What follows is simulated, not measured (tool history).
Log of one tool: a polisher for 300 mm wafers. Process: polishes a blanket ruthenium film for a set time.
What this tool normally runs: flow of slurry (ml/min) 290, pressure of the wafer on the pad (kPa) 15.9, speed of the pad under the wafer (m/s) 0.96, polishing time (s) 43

| run | hour | flow of slurry (ml/min) | pressure of the wafer on the pad (kPa) | speed of the pad under the wafer (m/s) | polishing time (s) | incoming thickness of the incoming film, nm | film removed (angstrom) |
|---|---|---|---|---|---|---|---|
| 1 | 0.0 | 290 | 15.9 | 0.96 | 43 | 488.0 | 693 |
| 2 | 29.4 | 290 | 15.9 | 0.96 | 43 | 475.4 | 674 |
| 3 | 64.0 | 290 | 17.9 | 0.96 | 43 | 487.7 | 732 |
|  | 94.7 | worn pad replaced by a new one |
| 4 | 95.2 | 290 | 17.9 | 0.96 | 43 | 486.9 | 791 |
| 5 | 115.0 | 290 | 15.9 | 0.96 | 43 | 482.3 | 693 |
| 6 | 148.5 | 290 | 15.9 | 0.96 | 43 | 482.3 | 691 |
| 7 | 180.7 | 290 | 15.9 | 0.96 | 43 | 478.0 | 675 |
| 8 | 213.6 | 290 | 15.9 | 0.96 | 43 | 475.3 | 650 |
|  | 222.7 | worn pad replaced by a new one |
| 9 | 234.9 | 290 | 15.9 | 0.96 | 43 | 475.9 | 688 |
| 10 | 255.6 | 290 | 15.9 | 0.90 | 33 | 475.7 | 517 |
|  | 266.9 | slurry nozzle cleaned |
| 11 | 356.9 | 290 | 15.9 | 0.90 | 33 | 486.8 | 469 |
|  | 370.9 | worn pad replaced by a new one |
|  | 377.4 | head pressure recalibrated |
| 12 | 380.8 | 290 | 15.9 | 0.90 | 33 | 485.1 | 454 |
| 13 | 402.7 | 290 | 15.9 | 0.96 | 31 | 473.6 | 445 |
| 14 | 428.3 | 290 | 20.0 | 0.96 | 43 | 474.4 | 779 |
| 15 | 449.4 | 210 | 20.7 | 0.96 | 43 | 483.8 | 801 |
| 16 | 467.1 | 240 | 13.1 | 0.64 | 32 | 483.4 | 289 |
| 17 | 490.1 | 290 | 15.9 | 0.96 | 43 | 483.1 | 586 |
|  | 512.5 | worn pad replaced by a new one |
| 18 | 513.0 | 290 | 15.9 | 0.74 | 52 | 476.1 | 683 |
|  | 527.4 | slurry nozzle cleaned |
| 19 | 538.0 | 290 | 15.9 | 0.96 | 43 | 480.2 | 654 |
| 20 | 558.9 | 290 | 17.9 | 0.96 | 43 | 477.1 | 731 |
| 21 | 578.0 | 290 | 15.9 | 1.18 | 56 | 487.1 | 991 |
| 22 | 647.6 | 265 | 15.9 | 0.96 | 47 | 477.0 | 651 |
|  | 675.5 | worn pad replaced by a new one |
| 23 | 682.1 | 290 | 13.8 | 1.16 | 32 | 481.3 | 496 |
| 24 | 711.3 | 205 | 13.1 | 0.96 | 35 | 476.1 | 444 |
| 25 | 727.4 | 290 | 15.9 | 0.96 | 43 | 478.8 | 672 |

Below are 5 alternative next runs, each starting from the tool's condition after run 25. Predict each:
| A | 727.8 | 290 | 20.7 | 0.96 | 43 | 479.0 | ? |
| B | 727.8 | 255 | 15.9 | 0.96 | 43 | 479.0 | ? |
| C | 727.8 | 250 | 13.8 | 0.96 | 33 | 479.0 | ? |
| D | 727.8 | 370 | 18.6 | 1.14 | 31 | 479.0 | ? |
| E | 727.8 | 200 | 17.9 | 1.22 | 54 | 479.0 | ? |

| run | film removed (angstrom) |
|---|---|
| A | 868 |
| B | 661 |
| C | 441 |
| D | 639 |
| E | 1086 |
Had the tool no hidden state, the same runs would have come out as:
| run | film removed (angstrom) |
|---|---|
| A | 830 |
| B | 632 |
| C | 421 |
| D | 611 |
| E | 1038 |
